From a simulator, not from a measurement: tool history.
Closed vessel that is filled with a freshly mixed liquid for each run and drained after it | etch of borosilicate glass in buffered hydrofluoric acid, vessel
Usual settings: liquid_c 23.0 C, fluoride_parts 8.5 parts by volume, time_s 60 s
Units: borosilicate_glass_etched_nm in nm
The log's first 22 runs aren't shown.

run   hour  liquid_c  fluoride_parts  time_s  wafers since the last listed run  hours since the thermometer was replaced  hours since the hydrofluoric acid flow meter was replaced  hours since the gauge calibration  read-back film thickness of the borosilicate glass reference wafer, read on the same gauge (nm)  borosilicate_glass_etched_nm
 23  272.0      23.0            11.5      90                              1118                                     182.6                                                      118.2                              165.7                                                                                           119.99                        109.89
 24  278.4      19.5             8.5      60                               411                                     189.0                                                      124.6                              172.1                                                                                           119.99                         79.73
 25  290.4      23.0             8.5      60                               771                                     201.0                                                      136.6                              184.1                                                                                           119.99                         96.26
 26  298.8      21.0            11.0      80                               540                                     209.4                                                      145.0                              192.5                                                                                           119.99                         92.56
 27  314.2      23.0             8.5      45                               990                                     224.8                                                      160.4                              207.9                                                                                           120.00                         72.41
 28  324.5      23.0             8.5      60                               662                                     235.1                                                      170.7                              218.2                                                                                           120.01                         95.33
 29  337.9      23.0             8.5      60                               861                                     248.5                                                      184.1                              231.6                                                                                           119.99                         96.71
 30  344.7      27.5            10.0      60                               437                                     255.3                                                      190.9                              238.4                                                                                           119.99                        108.72
 31  351.0      25.5             5.5      60                               405                                     261.6                                                      197.2                              244.7                                                                                           120.01                        171.17
 32  366.8      25.0             6.5      40                              1015                                     277.4                                                      213.0                              260.5                                                                                           119.98                         95.60
 33  383.8      25.0             8.5      60                              1093                                     294.4                                                      230.0                              277.5                                                                                           119.99                        107.43

Forecast each of these 4 alternatives for the next run:
  A  384.5      23.0             8.5      90                                45                                     295.1                                                      230.7                              278.2                                                                                                ?                             ?
  B  384.5      23.0            10.0      90                                45                                     295.1                                                      230.7                              278.2                                                                                                ?                             ?
  C  384.5      21.0            10.5      80                                45                                     295.1                                                      230.7                              278.2                                                                                                ?                             ?
  D  384.5      19.0             6.0      60                                45                                     295.1                                                      230.7                              278.2                                                                                                ?                             ?

run  read-back film thickness of the borosilicate glass reference wafer, read on the same gauge (nm)  borosilicate_glass_etched_nm
  A                                                                                           119.99                        144.59
  B                                                                                           119.99                        127.07
  C                                                                                           119.99                         96.60
  D                                                                                           119.99                        110.87
Without the tool's hidden state the same runs would have given:
run  borosilicate_glass_etched_nm
  A                        147.16
  B                        129.10
  C                         98.14
  D                        112.50
